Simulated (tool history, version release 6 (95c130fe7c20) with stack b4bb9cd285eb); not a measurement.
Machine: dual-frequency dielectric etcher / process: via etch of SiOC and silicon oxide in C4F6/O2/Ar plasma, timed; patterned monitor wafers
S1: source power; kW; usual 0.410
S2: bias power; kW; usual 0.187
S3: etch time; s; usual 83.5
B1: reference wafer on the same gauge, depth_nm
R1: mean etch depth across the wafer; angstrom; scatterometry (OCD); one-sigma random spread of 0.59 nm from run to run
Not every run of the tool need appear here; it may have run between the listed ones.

run,hour,S1,S2,S3,B1,R1
1,0.0,0.410,0.204,83.5,108.2,945
2,61.1,0.410,0.187,95.5,108.7,1049
3,156.0,0.410,0.187,95.5,108.4,1060
4,229.7,0.410,0.187,95.5,109.0,1048
5,294.4,0.410,0.187,83.5,108.5,924
6,341.8,0.410,0.187,83.5,108.5,918
# hour 394.9: upper electrode replaced
7,399.4,0.410,0.187,83.5,108.4,922
8,495.5,0.410,0.187,83.5,108.3,915
9,555.3,0.390,0.187,100.0,108.6,1082
# hour 666.2: wet clean of the chamber
10,666.7,0.390,0.169,83.5,108.8,864
# hour 724.1: source power generator calibrated
11,970.7,0.320,0.224,91.5,108.5,902
12,1055.2,0.340,0.151,72.0,108.4,658
13,1127.9,0.340,0.156,66.0,108.7,609
# hour 1150.4: bias power generator calibrated
14,1182.6,0.410,0.187,83.5,108.9,918
15,1232.4,0.440,0.187,83.5,108.8,954
# hour 1262.8: wet clean of the chamber
16,1323.4,0.360,0.174,60.0,108.7,596
17,1417.5,0.470,0.225,105.5,108.7,1321
18,1457.1,0.350,0.187,66.0,108.5,663
# hour 1495.9: gauge calibrated
19,1564.4,0.470,0.144,62.5,108.6,693
20,1638.8,0.410,0.187,83.5,108.9,926
21,1696.3,0.490,0.166,97.0,108.6,1134
22,1736.6,0.330,0.207,100.5,108.4,996
23,1783.6,0.380,0.209,95.5,108.6,1044
# hour 1942.5: wet clean of the chamber
24,2070.0,0.410,0.187,83.5,108.5,929
25,2118.0,0.330,0.207,100.5,108.9,989
26,2158.7,0.410,0.174,83.5,108.5,898
27,2253.0,0.410,0.187,100.5,108.7,1111
28,2552.6,0.310,0.187,107.0,108.5,989
29,2630.4,0.410,0.187,83.5,108.8,927

State the hidden condition of the tool at each of the runs:
etch rate over this chamber's usual, %: 0 across all the runs
source power that arrives over what is set, %: 0 across all the runs
bias power that arrives over what is set, %: 0 across all the runs
gauge reads high (%): 0 across all the runs

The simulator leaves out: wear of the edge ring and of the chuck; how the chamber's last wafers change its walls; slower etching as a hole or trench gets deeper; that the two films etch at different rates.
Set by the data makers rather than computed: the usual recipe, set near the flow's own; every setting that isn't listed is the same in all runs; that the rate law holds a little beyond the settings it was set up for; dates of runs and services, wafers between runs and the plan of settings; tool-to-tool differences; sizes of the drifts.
